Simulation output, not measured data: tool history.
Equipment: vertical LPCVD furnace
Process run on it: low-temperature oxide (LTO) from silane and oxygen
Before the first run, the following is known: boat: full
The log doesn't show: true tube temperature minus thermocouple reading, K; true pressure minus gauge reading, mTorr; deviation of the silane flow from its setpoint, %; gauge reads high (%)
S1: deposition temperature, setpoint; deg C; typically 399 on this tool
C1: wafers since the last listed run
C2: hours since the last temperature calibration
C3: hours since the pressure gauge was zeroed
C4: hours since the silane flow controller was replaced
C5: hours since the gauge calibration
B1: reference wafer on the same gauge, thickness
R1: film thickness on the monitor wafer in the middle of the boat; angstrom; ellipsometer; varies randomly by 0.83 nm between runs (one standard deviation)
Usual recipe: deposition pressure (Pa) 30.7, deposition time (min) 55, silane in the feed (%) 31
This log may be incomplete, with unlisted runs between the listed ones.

Run 1, hour 0.0: usual settings but S1 407 deg C; C1 0; C2 3387.5; C3 2224.6; C4 4645.5; C5 623.0; B1 328.49. Result: R1 3877.0 angstrom.
Run 2, hour 32.0: usual settings; C1 487; C2 3419.5; C3 2256.6; C4 4677.5; C5 655.0; B1 328.77. Result: R1 3542.1 angstrom.
Run 3, hour 137.7: usual settings; C1 1611; C2 3525.2; C3 2362.3; C4 4783.2; C5 760.7; B1 328.82. Result: R1 3574.0 angstrom.
Run 4, hour 188.3: usual settings; C1 771; C2 3575.8; C3 2412.9; C4 4833.8; C5 811.3; B1 329.28. Result: R1 3551.0 angstrom.
Run 5, hour 255.7: usual settings; C1 1027; C2 3643.2; C3 2480.3; C4 4901.2; C5 878.7; B1 328.45. Result: R1 3569.3 angstrom.
At hour 307.3: pressure gauge zeroed.
Run 6, hour 413.8: usual settings but silane in the feed (%) 27; C1 2044; C2 3801.3; C3 106.5; C4 5059.3; C5 1036.8; B1 328.89. Result: R1 2807.8 angstrom.
Run 7, hour 463.8: usual settings but S1 405 deg C, deposition pressure (Pa) 24.7; C1 762; C2 3851.3; C3 156.5; C4 5109.3; C5 1086.8; B1 329.44. Result: R1 2938.9 angstrom.
At hour 470.2: gauge calibrated.
Run 8, hour 500.3: usual settings but S1 405 deg C, deposition pressure (Pa) 24.7; C1 556; C2 3887.8; C3 193.0; C4 5145.8; C5 30.1; B1 328.97. Result: R1 2964.6 angstrom.
Run 9, hour 562.3: usual settings but S1 405 deg C, deposition pressure (Pa) 24.7; C1 945; C2 3949.8; C3 255.0; C4 5207.8; C5 92.1; B1 328.45. Result: R1 2951.8 angstrom.
At hour 598.3: silane flow controller replaced.
Run 10, hour 630.8: usual settings but deposition time (min) 74, silane in the feed (%) 36; C1 678; C2 4018.3; C3 323.5; C4 32.5; C5 160.6; B1 329.55. Result: R1 5664.9 angstrom.
Run 11, hour 671.2: usual settings but S1 410 deg C, silane in the feed (%) 29; C1 615; C2 4058.7; C3 363.9; C4 72.9; C5 201.0; B1 329.08. Result: R1 3546.5 angstrom.
At hour 724.5: thermocouples replaced and temperature profile calibrated.
Run 12, hour 725.0: usual settings but S1 402 deg C, deposition pressure (Pa) 27.3, deposition time (min) 41, silane in the feed (%) 33; C1 454; C2 0.5; C3 417.7; C4 126.7; C5 254.8; B1 329.18. Result: R1 2451.4 angstrom.
Run 13, hour 751.8: usual settings; C1 408; C2 27.3; C3 444.5; C4 153.5; C5 281.6; B1 328.83. Result: R1 3292.5 angstrom.
Run 14, hour 807.5: usual settings but silane in the feed (%) 29; C1 849; C2 83.0; C3 500.2; C4 209.2; C5 337.3; B1 328.93. Result: R1 2986.7 angstrom.
Run 15, hour 875.6: usual settings; C1 1038; C2 151.1; C3 568.3; C4 277.3; C5 405.4; B1 328.61. Result: R1 3292.1 angstrom.
Run 16, hour 903.9: usual settings but deposition time (min) 35, silane in the feed (%) 29; C1 431; C2 179.4; C3 596.6; C4 305.6; C5 433.7; B1 329.41. Result: R1 1904.6 angstrom.
Run 17, hour 964.0: usual settings but deposition time (min) 64, silane in the feed (%) 37; C1 916; C2 239.5; C3 656.7; C4 365.7; C5 493.8; B1 328.71. Result: R1 4894.8 angstrom.
Run 18, hour 1003.6: usual settings but deposition pressure (Pa) 26.0, deposition time (min) 40, silane in the feed (%) 37; C1 603; C2 279.1; C3 696.3; C4 405.3; C5 533.4; B1 329.11. Result: R1 2611.7 angstrom.

Below are 4 alternative next runs, each starting from the tool's condition after run 18. Predict each:
Run A, hour 1008.4: usual settings; C1 73; C2 283.9; C3 701.1; C4 410.1; C5 538.2; B1 ?. Result: R1 ?.
Run B, hour 1008.4: usual settings but deposition time (min) 35, silane in the feed (%) 28; C1 73; C2 283.9; C3 701.1; C4 410.1; C5 538.2; B1 ?. Result: R1 ?.
Run C, hour 1008.4: usual settings but silane in the feed (%) 36; C1 73; C2 283.9; C3 701.1; C4 410.1; C5 538.2; B1 ?. Result: R1 ?.
Run D, hour 1008.4: usual settings but deposition time (min) 34; C1 73; C2 283.9; C3 701.1; C4 410.1; C5 538.2; B1 ?. Result: R1 ?.

run      B1      R1
  A  328.71  3309.4
  B  328.71  1812.5
  C  328.71  4065.5
  D  328.71  2045.8
Had the tool no hidden state, the same runs would have come out as:
run      R1
  A  3262.5
  B  1786.3
  C  4009.7
  D  2016.8
